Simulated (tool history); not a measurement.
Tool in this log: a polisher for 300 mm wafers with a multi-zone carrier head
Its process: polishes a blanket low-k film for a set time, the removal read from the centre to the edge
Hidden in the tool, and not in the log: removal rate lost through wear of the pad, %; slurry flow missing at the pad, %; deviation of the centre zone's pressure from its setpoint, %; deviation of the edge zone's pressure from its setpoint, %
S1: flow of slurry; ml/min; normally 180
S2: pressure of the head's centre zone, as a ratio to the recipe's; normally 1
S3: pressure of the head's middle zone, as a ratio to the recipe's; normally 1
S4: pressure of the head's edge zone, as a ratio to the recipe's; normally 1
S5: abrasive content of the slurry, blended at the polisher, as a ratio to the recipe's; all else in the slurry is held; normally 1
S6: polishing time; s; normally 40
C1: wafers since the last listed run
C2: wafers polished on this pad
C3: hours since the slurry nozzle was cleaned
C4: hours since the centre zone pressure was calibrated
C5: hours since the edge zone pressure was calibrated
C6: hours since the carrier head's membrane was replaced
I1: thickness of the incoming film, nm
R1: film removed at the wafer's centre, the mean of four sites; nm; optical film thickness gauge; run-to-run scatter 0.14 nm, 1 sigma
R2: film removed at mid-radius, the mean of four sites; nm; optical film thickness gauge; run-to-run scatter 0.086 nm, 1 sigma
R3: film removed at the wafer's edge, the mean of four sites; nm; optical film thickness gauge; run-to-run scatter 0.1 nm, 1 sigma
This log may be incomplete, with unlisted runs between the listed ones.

run,hour,S1,S2,S3,S4,S5,S6,C1,C2,C3,C4,C5,C6,I1,R1,R2,R3
1,0,180,1,1,1,1,40,0,1501,133.7,563.1,6.6,705.6,586,12.2,12.5,12.5
# hour 60.1: worn pad replaced by a new one
2,95.8,180,1,1,1,1,40,1032,401,229.5,658.9,102.4,801.4,594,12.5,12.8,13
# hour 120.3: slurry nozzle cleaned
3,155.6,180,1,1,1,1,40,661,1062,35.3,718.7,162.2,861.2,587.4,12.3,12.5,12.3
4,202.6,180,1,1,1,1,40,528,1591,82.3,765.7,209.2,908.2,578.5,11.9,12.1,12.1
5,267.1,180,1,1,1,1,40,725,2317,146.8,830.2,273.7,972.7,591,11.3,11.6,11.6
# hour 309.7: worn pad replaced by a new one
6,322.9,180,1,1,1,1,40,582,149,202.6,886,329.5,1028.5,589,12.9,13.2,13
# hour 335.5: slurry nozzle cleaned
7,361.9,180,1,1,1,1,40,427,576,26.4,925,368.5,1067.5,585.9,12.7,12.9,12.9
# hour 458.9: centre zone pressure recalibrated
8,468.5,180,1,1,1,1,40,1176,1753,133,9.6,475.1,1174.1,593,11.8,12.2,12.2
# hour 507.7: worn pad replaced by a new one
9,510.9,180,0.92,1,1.03,1,40,432,36,175.4,52,517.5,1216.5,593.6,12.1,13.4,13.7
# hour 544.8: slurry nozzle cleaned
10,663.3,210,1.05,1,1.07,0.9,40,1703,1739,118.5,204.4,669.9,1368.9,589.4,12.4,12,12.4
11,728,180,1,0.97,1,1,40,727,2467,183.2,269.1,734.6,1433.6,596.5,11.7,11.7,11.9
# hour 747.4: edge zone pressure recalibrated
# hour 762.1: worn pad replaced by a new one
# hour 800.5: slurry nozzle cleaned
12,834.5,180,1.06,1,1,1,40,1119,803,34,375.6,87.1,1540.1,582.2,13.6,12.9,12.9
# hour 858.5: carrier head's membrane replaced by a new one
13,915.9,180,1,1,1,1.25,40,859,1663,115.4,457,168.5,57.4,589.1,13.4,13.5,13.8
# hour 990.6: worn pad replaced by a new one
14,1014.7,180,1,1,1,1,40,1066,270,214.2,555.8,267.3,156.2,587.5,12.9,13.3,13.3
# hour 1019.7: slurry nozzle cleaned
15,1067.2,180,1,1,1,1,40,579,850,47.5,608.3,319.8,208.7,593.6,12.5,12.8,12.9
16,1110.3,160,1.1,1,0.9,0.85,40,484,1335,90.6,651.4,362.9,251.8,582.1,12.2,11.4,10.9

Pick out some run-to-run changes in R1. Of each, how much would a tool without hidden state show as well, from the settings, what came in and chance, and how much is left for the hidden state and any gauge scatter not in both results compared?
Run 5 -> 6: worn pad replaced by a new one. R1 +1.6 nm: hidden state +1.5, all else +0.1.
Run 11 -> 12: S2 1 -> 1.06, S3 0.97 -> 1, edge zone pressure recalibrated, worn pad replaced by a new one, slurry nozzle cleaned. R1 +1.9 nm: hidden state +0.9, all else +1.

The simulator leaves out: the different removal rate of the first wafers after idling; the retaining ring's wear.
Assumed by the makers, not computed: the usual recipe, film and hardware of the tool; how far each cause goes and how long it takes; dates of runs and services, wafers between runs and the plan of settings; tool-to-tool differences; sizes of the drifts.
